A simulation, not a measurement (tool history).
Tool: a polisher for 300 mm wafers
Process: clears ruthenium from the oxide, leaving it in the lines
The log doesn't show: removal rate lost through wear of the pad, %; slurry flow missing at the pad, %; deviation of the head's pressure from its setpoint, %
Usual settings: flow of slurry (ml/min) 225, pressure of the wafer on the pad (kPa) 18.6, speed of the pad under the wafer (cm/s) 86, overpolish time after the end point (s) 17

| run | hour | flow of slurry (ml/min) | pressure of the wafer on the pad (kPa) | speed of the pad under the wafer (cm/s) | overpolish time after the end point (s) | wafers since the last listed run | wafers polished on this pad | hours since the slurry nozzle was cleaned | hours since the head pressure was calibrated | incoming thickness of the incoming film, nm | time until the end point was called (s) |
|---|---|---|---|---|---|---|---|---|---|---|---|
| 1 | 0 | 225 | 18.6 | 86 | 17 | 0 | 542 | 1.1 | 1153.5 | 110.1 | 89.8 |
| 2 | 11.6 | 225 | 18.6 | 86 | 17 | 78 | 621 | 12.7 | 1165.1 | 110.4 | 89 |
| 3 | 18.1 | 225 | 18.6 | 86 | 17 | 44 | 665 | 19.2 | 1171.6 | 109.8 | 87.8 |
|  | 29 | worn pad replaced by a new one |
| 4 | 34.3 | 225 | 18.6 | 86 | 17 | 83 | 36 | 35.4 | 1187.8 | 110.8 | 90.8 |
| 5 | 44 | 190 | 18.6 | 100 | 17 | 66 | 102 | 45.1 | 1197.5 | 109.6 | 78.8 |
| 6 | 57.4 | 190 | 18.6 | 100 | 17 | 91 | 193 | 58.5 | 1210.9 | 110.1 | 78.5 |
| 7 | 68.1 | 225 | 18.6 | 86 | 17 | 72 | 266 | 69.2 | 1221.6 | 110.4 | 89.3 |
| 8 | 78.6 | 225 | 18.6 | 86 | 17 | 71 | 337 | 79.7 | 1232.1 | 108.2 | 88.9 |
| 9 | 95.7 | 185 | 18.6 | 86 | 17 | 116 | 454 | 96.8 | 1249.2 | 109.7 | 93.8 |
| 10 | 102.2 | 185 | 18.6 | 86 | 17 | 44 | 498 | 103.3 | 1255.7 | 108.8 | 92.8 |
| 11 | 118.9 | 225 | 18.6 | 86 | 17 | 113 | 612 | 120 | 1272.4 | 110.7 | 91.7 |
| 12 | 134.6 | 225 | 18.6 | 86 | 17 | 106 | 718 | 135.7 | 1288.1 | 109.7 | 89.5 |
|  | 146.9 | worn pad replaced by a new one |
| 13 | 149.8 | 225 | 18.6 | 86 | 17 | 76 | 19 | 150.9 | 1303.3 | 109.9 | 90.1 |
|  | 152.6 | head pressure recalibrated |
| 14 | 158.9 | 225 | 18.6 | 86 | 17 | 48 | 68 | 160 | 6.3 | 110.2 | 91.8 |
| 15 | 177.6 | 225 | 18.6 | 86 | 17 | 127 | 195 | 178.7 | 25 | 109 | 92 |
| 16 | 184.7 | 185 | 22.1 | 76 | 7 | 48 | 243 | 185.8 | 32.1 | 110.4 | 95.1 |
| 17 | 198.1 | 225 | 24.1 | 114 | 17 | 91 | 335 | 199.2 | 45.5 | 110.3 | 54 |
| 18 | 209.7 | 225 | 18.6 | 86 | 17 | 78 | 413 | 210.8 | 57.1 | 110.6 | 98.2 |
| 19 | 223.1 | 185 | 18.6 | 114 | 17 | 91 | 505 | 224.2 | 70.5 | 109.8 | 74.2 |
| 20 | 233.7 | 225 | 18.6 | 76 | 17 | 72 | 577 | 234.8 | 81.1 | 110.7 | 110.2 |
|  | 235.8 | slurry nozzle cleaned |
|  | 261.2 | worn pad replaced by a new one |
| 21 | 282.2 | 225 | 22.8 | 86 | 17 | 296 | 142 | 46.4 | 129.6 | 110.6 | 72.1 |
| 22 | 299.6 | 225 | 18.6 | 86 | 10 | 118 | 261 | 63.8 | 147 | 107.8 | 88.9 |
| 23 | 313.8 | 190 | 18.6 | 86 | 24 | 96 | 357 | 78 | 161.2 | 110.2 | 92.5 |
| 24 | 322.3 | 225 | 18.6 | 86 | 17 | 57 | 415 | 86.5 | 169.7 | 108.8 | 87.8 |
| 25 | 340.1 | 185 | 22.1 | 76 | 7 | 121 | 536 | 104.3 | 187.5 | 112.3 | 91.9 |
| 26 | 352.6 | 225 | 18.6 | 76 | 9 | 85 | 621 | 116.8 | 200 | 109.8 | 102.1 |
| 27 | 368 | 225 | 18.6 | 86 | 17 | 104 | 726 | 132.2 | 215.4 | 109.6 | 90.4 |
|  | 379.6 | worn pad replaced by a new one |
| 28 | 380.1 | 270 | 13.1 | 108 | 7 | 55 | 3 | 144.3 | 227.5 | 110.4 | 100.8 |
| 29 | 390.7 | 225 | 12.4 | 86 | 17 | 72 | 75 | 154.9 | 238.1 | 112 | 143.5 |

What the log doesn't show, run by run:
removal rate lost through wear of the pad, %: 0 in every run
deviation of the head's pressure from its setpoint, %: 0 in every run
H1: slurry flow missing at the pad, %
| run | H1 |
|---|---|
| 1 | 0.954 |
| 2 | 1.08 |
| 3 | 1.23 |
| 4 | 1.91 |
| 5 | 2.51 |
| 6 | 3.57 |
| 7 | 4.61 |
| 8 | 5.8 |
| 9 | 8.11 |
| 10 | 9.1 |
| 11 | 12 |
| 12 | 15 |
| 13 | 18.3 |
| 14 | 20.5 |
| 15 | 25.3 |
| 16 | 27.3 |
| 17 | 31.3 |
| 18 | 34.9 |
| 19 | 39.3 |
| 20 | 43.1 |
| 21 | 7.08 |
| 22 | 8.55 |
| 23 | 10.1 |
| 24 | 11.2 |
| 25 | 13.8 |
| 26 | 15.9 |
| 27 | 18.8 |
| 28 | 21.3 |
| 29 | 23.8 |
